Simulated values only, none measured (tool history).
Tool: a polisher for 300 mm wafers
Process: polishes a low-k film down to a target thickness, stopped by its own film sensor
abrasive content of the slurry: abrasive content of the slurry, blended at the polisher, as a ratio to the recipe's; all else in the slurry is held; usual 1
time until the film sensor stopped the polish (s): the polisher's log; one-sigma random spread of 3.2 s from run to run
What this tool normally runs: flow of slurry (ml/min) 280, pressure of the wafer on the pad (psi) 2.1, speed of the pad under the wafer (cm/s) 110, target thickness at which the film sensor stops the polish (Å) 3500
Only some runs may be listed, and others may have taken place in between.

run    hour  flow of slurry (ml/min)  pressure of the wafer on the pad (psi)  speed of the pad under the wafer (cm/s)  abrasive content of the slurry  target thickness at which the film sensor stops the polish (Å)  wafers since the last listed run  wafers polished on this pad  hours since the slurry nozzle was cleaned  hours since the head pressure was calibrated  hours since the slurry blender was calibrated  hours since the conditioning disc was replaced  incoming thickness of the incoming film, nm  time until the film sensor stopped the polish (s)
  1       0                      280                                     2.1                                       88                               1                                                            3500                                 0                         1014                                      298.7                                          74.7                                          278.2                                           104.3                                        424.1                                              222.8
       30.3  -- slurry nozzle cleaned
  2    68.4                      280                                     2.1                                       88                               1                                                            3500                               454                         1468                                       38.1                                         143.1                                          346.6                                           172.7                                        421.1                                              212.6
      112.6  -- slurry blender recalibrated
  3   137.1                      280                                     2.1                                       88                               1                                                            3500                               450                         1918                                      106.8                                         211.8                                           24.5                                           241.4                                        420.8                                              210.2
      194.6  -- worn pad replaced by a new one
  4   195.1                      280                                     2.1                                      110                               1                                                            3500                               364                            3                                      164.8                                         269.8                                           82.5                                           299.4                                        420.6                                              164.7
      231.9  -- conditioning disc replaced and pad reconditioned
  5   232.4                      280                                     2.1                                      110                               1                                                            3500                               238                          241                                      202.1                                         307.1                                          119.8                                             0.5                                        421.9                                              171.2
  6   299.9                      280                                     2.1                                      110                               1                                                            3500                               455                          697                                      269.6                                         374.6                                          187.3                                              68                                        419.3                                                166
  7   366.9                      280                                     2.1                                      110                               1                                                            3500                               452                         1149                                      336.6                                         441.6                                          254.3                                             135                                        415.2                                              160.7
        384  -- slurry nozzle cleaned
  8   430.2                      280                                     2.1                                      110                               1                                                            3500                               420                         1569                                       46.2                                         504.9                                          317.6                                           198.3                                        423.3                                                177
  9   475.9                      280                                     2.1                                      110                               1                                                            3500                               308                         1878                                       91.9                                         550.6                                          363.3                                             244                                        422.4                                              181.9
      491.2  -- slurry blender recalibrated
      514.3  -- worn pad replaced by a new one
 10   524.8                      280                                     2.1                                       88                               1                                                            3500                               289                           70                                      140.8                                         599.5                                           33.6                                           292.9                                        420.2                                              192.3
      582.8  -- head pressure recalibrated
 11   596.7                      340                                     2.1                                      110                               1                                                            3630                               471                          542                                      212.7                                          13.9                                          105.5                                           364.8                                        416.3                                              133.1
      606.7  -- conditioning disc replaced and pad reconditioned
 12   632.7                      315                                     2.1                                      120                               1                                                            3500                               229                          771                                      248.7                                          49.9                                          141.5                                              26                                        416.1                                              153.7
 13   661.2                      340                                     2.1                                      110                               1                                                            3630                               192                          963                                      277.2                                          78.4                                            170                                            54.5                                          416                                                132
 14     722                      280                                     2.1                                      110                               1                                                            3500                               410                         1374                                        338                                         139.2                                          230.8                                           115.3                                        422.2                                              184.3
 15   762.2                      220                                     2.1                                       80                               1                                                            3600                               271                         1645                                      378.2                                         179.4                                            271                                           155.5                                          423                                              217.8
      790.9  -- slurry nozzle cleaned
 16   798.8                      370                                     2.5                                      134                            0.85                                                            3500                               240                         1885                                        7.9                                           216                                          307.6                                           192.1                                        421.9                                              141.1
      826.7  -- slurry blender recalibrated
      854.2  -- worn pad replaced by a new one
 17   898.3                      220                                     2.1                                      110                               1                                                            3500                               630                          297                                      107.4                                         315.5                                           71.6                                           291.6                                        420.1                                              172.2
 18   926.5                      195                                     1.6                                      110                             1.1                                                            3500                               190                          487                                      135.6                                         343.7                                           99.8                                           319.8                                          417                                              209.1
 19   971.7                      340                                     2.1                                      110                            1.15                                                            3500                               304                          792                                      180.8                                         388.9                                            145                                             365                                        421.6                                              153.7
      991.6  -- conditioning disc replaced and pad reconditioned
 20  1032.3                      250                                     2.8                                      110                            1.15                                                            3660                               395                         1187                                      241.4                                         449.5                                          205.6                                            40.7                                        411.7                                               79.8
 21  1067.6                      230                                     2.1                                      110                               1                                                            3500                               238                         1426                                      276.7                                         484.8                                          240.9                                              76                                        414.8                                              157.8
 22    1137                      280                                     2.6                                       88                             0.9                                                            3500                               468                         1894                                      346.1                                         554.2                                          310.3                                           145.4                                        420.7                                                177
     1166.4  -- slurry nozzle cleaned
     1207.8  -- slurry blender recalibrated
     1236.7  -- worn pad replaced by a new one
     1266.3  -- head pressure recalibrated
 23  1266.8                      195                                     1.5                                       96                               1                                                            3360                               815                          189                                      100.4                                           0.5                                             59                                           275.2                                        416.5                                              355.3
 24  1300.9                      215                                     1.6                                      124                               1                                                            3500                               230                          419                                      134.5                                          34.6                                           93.1                                           309.3                                        425.4                                              244.3

Consider 5 possible next runs. They are alternatives, not a sequence: every one starts from the tool as it was left by run 24. What does each give?
  A  1301.4                      280                                     2.1                                      142                               1                                                            3500                                 3                          423                                        135                                          35.1                                           93.6                                           309.8                                        427.4                                                  ?
  B  1301.4                      345                                     2.1                                      110                               1                                                            3500                                 3                          423                                        135                                          35.1                                           93.6                                           309.8                                        427.4                                                  ?
  C  1301.4                      315                                     2.1                                      110                             0.7                                                            3420                                 3                          423                                        135                                          35.1                                           93.6                                           309.8                                        427.4                                                  ?
  D  1301.4                      280                                     1.5                                       92                               1                                                            3500                                 3                          423                                        135                                          35.1                                           93.6                                           309.8                                        427.4                                                  ?
  E  1301.4                      355                                     2.1                                       82                            1.25                                                            3650                                 3                          423                                        135                                          35.1                                           93.6                                           309.8                                        427.4                                                  ?

run  time until the film sensor stopped the polish (s)
  A                                              163.5
  B                                              196.7
  C                                              274.2
  D                                              323.9
  E                                                179
With no hidden state in the tool, these same runs would have given:
run  time until the film sensor stopped the polish (s)
  A                                              162.7
  B                                              195.7
  C                                              272.1
  D                                              322.3
  E                                              178.5

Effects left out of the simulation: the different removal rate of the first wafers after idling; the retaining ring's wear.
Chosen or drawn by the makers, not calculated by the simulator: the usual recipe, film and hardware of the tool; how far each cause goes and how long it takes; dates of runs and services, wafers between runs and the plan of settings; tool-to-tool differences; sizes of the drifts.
